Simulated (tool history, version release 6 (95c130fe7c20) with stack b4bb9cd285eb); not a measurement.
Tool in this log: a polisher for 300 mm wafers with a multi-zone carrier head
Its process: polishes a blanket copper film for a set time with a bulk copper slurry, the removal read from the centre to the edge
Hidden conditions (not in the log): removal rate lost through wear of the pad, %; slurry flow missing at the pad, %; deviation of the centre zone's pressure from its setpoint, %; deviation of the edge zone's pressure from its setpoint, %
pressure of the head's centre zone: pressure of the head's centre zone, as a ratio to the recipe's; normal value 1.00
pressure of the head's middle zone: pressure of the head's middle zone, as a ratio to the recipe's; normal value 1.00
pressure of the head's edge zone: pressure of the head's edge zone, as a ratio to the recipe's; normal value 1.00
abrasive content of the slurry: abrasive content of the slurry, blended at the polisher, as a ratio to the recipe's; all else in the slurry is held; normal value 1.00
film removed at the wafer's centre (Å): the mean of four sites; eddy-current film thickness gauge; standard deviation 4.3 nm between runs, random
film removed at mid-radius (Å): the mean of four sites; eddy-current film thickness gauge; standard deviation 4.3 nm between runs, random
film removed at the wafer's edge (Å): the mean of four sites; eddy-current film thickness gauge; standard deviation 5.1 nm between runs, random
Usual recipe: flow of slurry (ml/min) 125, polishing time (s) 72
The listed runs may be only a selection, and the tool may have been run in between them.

run     day  flow of slurry (ml/min)  pressure of the head's centre zone  pressure of the head's middle zone  pressure of the head's edge zone  abrasive content of the slurry  polishing time (s)  wafers since the last listed run  wafers polished on this pad  hours since the slurry nozzle was cleaned  hours since the centre zone pressure was calibrated  hours since the edge zone pressure was calibrated  hours since the carrier head's membrane was replaced  incoming thickness of the incoming film, nm  film removed at the wafer's centre (Å)  film removed at mid-radius (Å)  film removed at the wafer's edge (Å)
  1   0.000                      125                                1.00                                1.00                              1.00                            1.00                  72                                 0                          422                                      277.5                                               1011.3                                             1030.1                                                1608.7                                       3604.7                                    4779                            4787                                  4756
  2   0.842                      125                                1.00                                1.00                              1.00                            1.00                  72                               214                          636                                      297.7                                               1031.5                                             1050.3                                                1628.9                                       3647.1                                    4728                            4776                                  4669
  3   1.679                      125                                1.00                                1.00                              1.00                            1.00                  72                               213                          850                                      317.8                                               1051.6                                             1070.4                                                1649.0                                       3631.8                                    4712                            4620                                  4703
  4   2.179                      125                                1.00                                1.00                              1.00                            1.00                  72                               127                          977                                      329.8                                               1063.6                                             1082.4                                                1661.0                                       3696.4                                    4642                            4597                                  4625
  5   3.312                      125                                1.00                                1.00                              1.00                            1.00                  72                               288                         1266                                      357.0                                               1090.8                                             1109.6                                                1688.2                                       3620.8                                    4507                            4546                                  4404
      3.721  -- worn pad replaced by a new one
  6   4.596                      125                                1.00                                1.00                              1.00                            1.00                  72                               284                          222                                      387.8                                               1121.6                                             1140.4                                                1719.0                                       3646.9                                    4799                            4750                                  4692
      4.996  -- edge zone pressure recalibrated
  7   5.992                      125                                1.00                                1.00                              1.00                            1.00                  72                               334                          557                                      421.3                                               1155.1                                               23.9                                                1752.5                                       3612.1                                    4814                            4721                                  4573
      6.267  -- carrier head's membrane replaced by a new one
  8   6.583                      125                                1.00                                1.00                              1.00                            1.00                  72                                97                          655                                      435.5                                               1169.3                                               38.1                                                   7.6                                       3661.8                                    4811                            4657                                  4697
  9   7.371                      125                                1.00                                1.00                              1.00                            1.00                  72                               200                          856                                      454.4                                               1188.2                                               57.0                                                  26.5                                       3646.3                                    4691                            4531                                  4563
      7.888  -- worn pad replaced by a new one
 10   8.362                      125                                1.00                                1.00                              1.00                            1.00                  86                               210                          120                                      478.2                                               1212.0                                               80.8                                                  50.3                                       3654.6                                    5720                            5746                                  5692
 11   9.825                      165                                1.00                                1.05                              1.00                            0.70                  90                               372                          493                                      513.3                                               1247.1                                              115.9                                                  85.4                                       3665.5                                    6190                            6057                                  5746
 12  10.429                      125                                1.00                                1.00                              1.00                            1.00                  72                               154                          647                                      527.8                                               1261.6                                              130.4                                                  99.9                                       3641.8                                    4767                            4682                                  4688
     10.808  -- centre zone pressure recalibrated
 13  11.675                      125                                1.00                                1.04                              0.89                            1.00                  72                               296                          944                                      557.7                                                 20.8                                              160.3                                                 129.8                                       3651.0                                    4637                            4698                                  4307
     12.217  -- slurry nozzle cleaned
     12.296  -- worn pad replaced by a new one
 14  12.671                      125                                1.00                                1.00                              1.00                            1.00                  72                               223                           95                                       10.9                                                 44.7                                              184.2                                                 153.7                                       3591.7                                    4845                            4848                                  4786
 15  13.758                      160                                1.00                                1.00                              0.96                            1.15                  72                               277                          372                                       37.0                                                 70.8                                              210.3                                                 179.8                                       3655.9                                    5278                            5134                                  4960
 16  15.171                      125                                1.00                                1.00                              1.06                            1.00                  82                               360                          733                                       70.9                                                104.7                                              244.2                                                 213.7                                       3625.0                                    5455                            5349                                  5414
 17  15.688                      125                                1.00                                1.00                              1.00                            1.20                  72                               131                          864                                       83.3                                                117.1                                              256.6                                                 226.1                                       3643.7                                    4925                            4730                                  4785
     16.675  -- worn pad replaced by a new one
 18  17.125                      125                                1.00                                1.00                              1.00                            1.00                  93                               324                          115                                      117.8                                                151.6                                              291.1                                                 260.6                                       3627.3                                    6315                            6194                                  6154
 19  18.379                      125                                1.00                                1.00                              1.00                            1.00                  72                               319                          434                                      147.9                                                181.7                                              321.2                                                 290.7                                       3644.8                                    4839                            4735                                  4690
 20  19.258                      125                                0.94                                0.96                              1.07                            1.00                  96                               224                          659                                      169.0                                                202.8                                              342.3                                                 311.8                                       3670.8                                    6029                            6134                                  6360
 21  19.842                      125                                0.95                                0.92                              0.92                            1.00                  78                               148                          807                                      183.0                                                216.8                                              356.3                                                 325.8                                       3648.8                                    4811                            4658                                  4804
 22  20.892                      125                                1.00                                1.00                              0.89                            1.00                  72                               267                         1075                                      208.2                                                242.0                                              381.5                                                 351.0                                       3583.5                                    4662                            4498                                  4295

Branching from run 22: 3 alternative next runs. What would each branch give?
  A  20.908                      125                                1.06                                1.00                              1.00                            1.00                  72                                 4                         1079                                      208.6                                                242.4                                              381.9                                                 351.4                                       3660.0                                       ?                               ?                                     ?
  B  20.908                      125                                1.00                                1.00                              0.88                            1.00                  72                                 4                         1079                                      208.6                                                242.4                                              381.9                                                 351.4                                       3660.0                                       ?                               ?                                     ?
  C  20.908                      125                                1.04                                1.00                              1.00                            1.00                  90                                 4                         1079                                      208.6                                                242.4                                              381.9                                                 351.4                                       3660.0                                       ?                               ?                                     ?

run  film removed at the wafer's centre (Å)  film removed at mid-radius (Å)  film removed at the wafer's edge (Å)
  A                                    4836                            4516                                  4526
  B                                    4560                            4518                                  4263
  C                                    5930                            5646                                  5658
With the hidden condition removed and each run's random variation left untouched, the same runs would have given:
run  film removed at the wafer's centre (Å)  film removed at mid-radius (Å)  film removed at the wafer's edge (Å)
  A                                    5125                            4786                                  4797
  B                                    4833                            4789                                  4519
  C                                    6285                            5984                                  5997
